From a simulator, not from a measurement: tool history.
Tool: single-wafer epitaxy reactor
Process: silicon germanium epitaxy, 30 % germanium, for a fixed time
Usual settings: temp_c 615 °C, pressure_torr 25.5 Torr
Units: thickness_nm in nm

run,hour,temp_c,pressure_torr,"read-back reference wafer on the same gauge, thickness_nm",thickness_nm
1,0,615,25.5,82.655,78.015
2,33.9,615,25.5,82.711,78.306
3,55.7,615,25.5,82.605,78.059
4,69,615,25.5,82.765,78.176
5,91.2,615,25.5,82.688,79.01
6,106.5,608,28.2,82.689,71.065
7,124.3,608,28.2,82.689,71.204
8,155.2,608,28.2,82.637,71.729
9,177.9,615,25.5,82.621,79.368
# hour 236.7: gauge calibrated
10,240.3,619,30.5,82.69,92.025
# hour 264.4: capacitance manometer re-zeroed and calibrated
11,273.7,619,30.5,82.647,92.093
12,287.1,615,25.5,82.662,79.489
13,307.8,615,25.5,82.689,80.081
# hour 333.4: showerhead replaced
14,339.1,601,22.3,82.73,56.946
15,353.6,615,25.5,82.647,79.775
16,372.2,602,31.4,82.718,66.26
17,384.6,623,31.7,82.79,102.07
# hour 403.9: pyrometer calibrated
18,417.2,604,28.9,82.669,62.667
19,451.5,615,25.5,82.744,75.664
20,470.8,615,25.5,82.639,75.189
21,485,623,22.3,82.698,83.62
22,502.9,627,30.8,82.71,101.508
23,527.4,608,28.7,82.635,68.328
24,560.9,611,25.5,82.692,69.52
25,582,607,22.5,82.775,61.248
26,608,615,30.6,82.743,80.796
27,634.5,603,25.5,82.687,59.118
28,662.4,606,30.2,82.761,68.134
29,692.9,608,28.2,82.569,68.37
30,713,609,30.7,82.719,72.421
31,735.6,615,25.5,82.729,75.873
32,767.6,625,25.5,82.749,92.978
33,802.4,608,28.2,82.726,68.75
34,823.5,615,25.5,82.722,75.994
35,858.7,615,25.5,82.673,76.166

Hidden state or all else? Some run-to-run changes of thickness_nm, split into what the settings, what came in and random variation would give without the hidden state, and what is left for the hidden state (with any gauge scatter that isn't in both results):
The hidden state here: wafer temperature above the value expected at the setpoint (K); true pressure above the setpoint (%); gauge reads high (%).
Run 14 -> 15: temp_c 601 -> 615, pressure_torr 22.3 -> 25.5. thickness_nm +22.829 nm: hidden state +1.443, all else +21.386.
Run 16 -> 17: temp_c 602 -> 623, pressure_torr 31.4 -> 31.7. thickness_nm +35.81 nm: hidden state +2.216, all else +33.594.
Run 17 -> 18: temp_c 623 -> 604, pressure_torr 31.7 -> 28.9, pyrometer calibrated. thickness_nm -39.403 nm: hidden state -6.3, all else -33.103.
Run 22 -> 23: temp_c 627 -> 608, pressure_torr 30.8 -> 28.7. thickness_nm -33.18 nm: hidden state -0.303, all else -32.877.

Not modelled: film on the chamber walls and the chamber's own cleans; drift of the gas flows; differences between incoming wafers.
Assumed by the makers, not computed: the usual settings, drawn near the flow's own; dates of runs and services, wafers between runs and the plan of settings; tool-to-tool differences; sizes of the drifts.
